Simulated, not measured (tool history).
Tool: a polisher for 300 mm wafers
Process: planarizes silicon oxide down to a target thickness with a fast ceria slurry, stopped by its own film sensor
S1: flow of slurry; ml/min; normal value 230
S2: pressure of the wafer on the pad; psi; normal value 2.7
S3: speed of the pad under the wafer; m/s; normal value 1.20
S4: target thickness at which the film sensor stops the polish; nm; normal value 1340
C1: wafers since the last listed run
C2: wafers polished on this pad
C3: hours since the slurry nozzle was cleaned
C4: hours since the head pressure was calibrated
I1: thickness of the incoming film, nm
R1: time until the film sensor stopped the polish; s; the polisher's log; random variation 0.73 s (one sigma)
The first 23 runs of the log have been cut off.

run,hour,S1,S2,S3,S4,C1,C2,C3,C4,I1,R1
24,253.6,170,2.7,1.20,1340,91,367,633.3,964.0,3012.6,79.7
25,259.7,230,2.7,1.40,862,33,400,639.4,970.1,3027.8,89.4
26,275.9,230,2.3,0.84,1340,88,488,655.6,986.3,2959.0,108.9
27,289.3,230,2.7,1.20,887,72,561,669.0,999.7,3029.6,97.4
28,310.3,230,2.7,1.40,862,114,675,690.0,1020.7,2993.9,87.0
# hour 321.8: slurry nozzle cleaned
29,322.3,155,2.7,1.20,831,59,735,0.5,1032.7,2957.3,102.2
# hour 324.6: head pressure recalibrated
30,335.4,230,2.7,1.20,1340,60,795,13.6,10.8,3022.7,84.7
31,377.0,260,2.4,1.38,918,225,1021,55.2,52.4,3006.2,102.1
# hour 387.9: worn pad replaced by a new one
32,392.9,230,2.7,1.20,1340,64,27,71.1,68.3,3002.0,83.7
33,406.7,230,2.3,1.04,1340,74,102,84.9,82.1,3020.3,107.6

Alternative continuations, all from the tool just after run 33; predict every row:
A,407.2,230,2.2,1.20,1340,2,104,85.4,82.6,2980.2,?
B,407.2,230,2.7,0.82,1798,2,104,85.4,82.6,2980.2,?
C,407.2,230,3.5,1.20,1340,2,104,85.4,82.6,2980.2,?
D,407.2,155,3.2,1.58,1857,2,104,85.4,82.6,2980.2,?

run,R1
A,96.1
B,76.5
C,65.6
D,41.0
With no hidden state in the tool, these same runs would have given:
run,R1
A,96.1
B,76.5
C,65.6
D,41.0

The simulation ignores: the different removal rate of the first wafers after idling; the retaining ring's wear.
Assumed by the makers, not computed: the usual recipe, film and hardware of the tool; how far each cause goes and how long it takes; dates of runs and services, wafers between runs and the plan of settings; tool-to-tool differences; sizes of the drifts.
